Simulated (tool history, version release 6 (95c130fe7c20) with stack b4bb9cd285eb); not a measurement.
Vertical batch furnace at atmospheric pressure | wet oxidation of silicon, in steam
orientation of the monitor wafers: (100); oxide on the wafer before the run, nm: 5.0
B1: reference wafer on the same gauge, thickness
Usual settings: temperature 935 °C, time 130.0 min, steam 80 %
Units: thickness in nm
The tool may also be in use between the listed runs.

{"run": 1, "hour": 0.0, "temperature": 935, "time": 130.0, "steam": 80, "B1": 342.16, "thickness": 372.99}
{"run": 2, "hour": 33.9, "temperature": 935, "time": 130.0, "steam": 80, "B1": 342.84, "thickness": 372.1}
{"run": 3, "hour": 69.8, "temperature": 917, "time": 94.0, "steam": 80, "B1": 343.88, "thickness": 246.51}
{"run": 4, "hour": 133.9, "temperature": 917, "time": 94.0, "steam": 80, "B1": 342.86, "thickness": 242.96}
{"run": 5, "hour": 183.8, "temperature": 917, "time": 94.0, "steam": 80, "B1": 342.94, "thickness": 243.07}
{"run": 6, "hour": 246.0, "temperature": 935, "time": 130.0, "steam": 80, "B1": 342.94, "thickness": 367.39}
{"hour": 295.0, "done": "thermocouples replaced and temperature profile calibrated"}
{"run": 7, "hour": 295.9, "temperature": 935, "time": 130.0, "steam": 80, "B1": 342.84, "thickness": 350.73}
{"run": 8, "hour": 353.5, "temperature": 935, "time": 130.0, "steam": 80, "B1": 342.5, "thickness": 356.43}
{"run": 9, "hour": 407.9, "temperature": 935, "time": 130.0, "steam": 80, "B1": 343.47, "thickness": 350.94}
{"run": 10, "hour": 440.2, "temperature": 935, "time": 130.0, "steam": 80, "B1": 343.66, "thickness": 351.72}
{"run": 11, "hour": 488.2, "temperature": 935, "time": 130.0, "steam": 80, "B1": 343.49, "thickness": 350.23}
{"run": 12, "hour": 529.5, "temperature": 935, "time": 130.0, "steam": 80, "B1": 342.21, "thickness": 350.6}
{"run": 13, "hour": 575.2, "temperature": 935, "time": 130.0, "steam": 80, "B1": 343.27, "thickness": 354.29}
{"run": 14, "hour": 635.2, "temperature": 927, "time": 130.0, "steam": 72, "B1": 343.43, "thickness": 301.75}
{"run": 15, "hour": 686.4, "temperature": 935, "time": 130.0, "steam": 80, "B1": 342.9, "thickness": 352.98}
{"run": 16, "hour": 740.0, "temperature": 944, "time": 175.0, "steam": 80, "B1": 343.38, "thickness": 474.87}
{"run": 17, "hour": 805.7, "temperature": 935, "time": 130.0, "steam": 80, "B1": 342.49, "thickness": 351.71}
{"run": 18, "hour": 844.5, "temperature": 935, "time": 130.0, "steam": 80, "B1": 343.43, "thickness": 354.04}
{"run": 19, "hour": 887.3, "temperature": 935, "time": 168.5, "steam": 80, "B1": 342.91, "thickness": 426.97}
{"run": 20, "hour": 951.4, "temperature": 935, "time": 99.0, "steam": 76, "B1": 343.37, "thickness": 272.03}
{"run": 21, "hour": 984.8, "temperature": 943, "time": 130.0, "steam": 80, "B1": 343.51, "thickness": 376.76}
{"run": 22, "hour": 1056.3, "temperature": 935, "time": 130.0, "steam": 80, "B1": 343.01, "thickness": 349.42}
{"hour": 1142.8, "done": "steam generator serviced"}
{"run": 23, "hour": 1143.3, "temperature": 919, "time": 96.5, "steam": 87, "B1": 342.76, "thickness": 262.7}
{"run": 24, "hour": 1182.6, "temperature": 935, "time": 108.5, "steam": 75, "B1": 342.91, "thickness": 300.5}
{"run": 25, "hour": 1250.6, "temperature": 956, "time": 177.5, "steam": 85, "B1": 342.31, "thickness": 565.43}
{"hour": 1287.5, "done": "gauge calibrated"}
{"run": 26, "hour": 1328.1, "temperature": 911, "time": 130.0, "steam": 89, "B1": 342.88, "thickness": 316.62}
{"run": 27, "hour": 1399.9, "temperature": 947, "time": 130.0, "steam": 74, "B1": 343.01, "thickness": 379.99}
{"run": 28, "hour": 1463.7, "temperature": 935, "time": 130.0, "steam": 80, "B1": 342.91, "thickness": 364.01}
{"run": 29, "hour": 1499.7, "temperature": 912, "time": 130.0, "steam": 80, "B1": 342.68, "thickness": 293.04}
{"run": 30, "hour": 1567.0, "temperature": 935, "time": 130.0, "steam": 72, "B1": 342.54, "thickness": 335.71}
{"run": 31, "hour": 1616.5, "temperature": 944, "time": 103.5, "steam": 69, "B1": 343.76, "thickness": 297.84}
{"run": 32, "hour": 1651.5, "temperature": 925, "time": 186.5, "steam": 80, "B1": 343.66, "thickness": 431.76}
{"run": 33, "hour": 1718.1, "temperature": 913, "time": 177.0, "steam": 75, "B1": 343.14, "thickness": 355.21}
{"run": 34, "hour": 1789.8, "temperature": 944, "time": 189.5, "steam": 80, "B1": 343.38, "thickness": 517.05}
{"run": 35, "hour": 1823.9, "temperature": 935, "time": 130.0, "steam": 80, "B1": 342.85, "thickness": 362.39}
{"run": 36, "hour": 1889.5, "temperature": 935, "time": 130.0, "steam": 80, "B1": 343.37, "thickness": 361.36}
{"run": 37, "hour": 1942.0, "temperature": 912, "time": 156.5, "steam": 80, "B1": 343.44, "thickness": 337.54}
{"run": 38, "hour": 1976.1, "temperature": 922, "time": 165.5, "steam": 85, "B1": 343.24, "thickness": 407.64}

4 ways to go on from here, each from the tool as it stands after run 38. What would each give?
{"run": "A", "hour": 1981.8, "temperature": 935, "time": 130.0, "steam": 80, "B1": "?", "thickness": "?"}
{"run": "B", "hour": 1981.8, "temperature": 935, "time": 65.5, "steam": 73, "B1": "?", "thickness": "?"}
{"run": "C", "hour": 1981.8, "temperature": 926, "time": 130.0, "steam": 80, "B1": "?", "thickness": "?"}
{"run": "D", "hour": 1981.8, "temperature": 917, "time": 171.0, "steam": 86, "B1": "?", "thickness": "?"}

run=A B1=343.10 thickness=363.31
run=B B1=343.10 thickness=197.30
run=C B1=343.10 thickness=335.43
run=D B1=343.10 thickness=403.15
Without the tool's hidden state the same runs would have given:
run=A thickness=358.03
run=B thickness=193.54
run=C thickness=330.14
run=D thickness=396.67
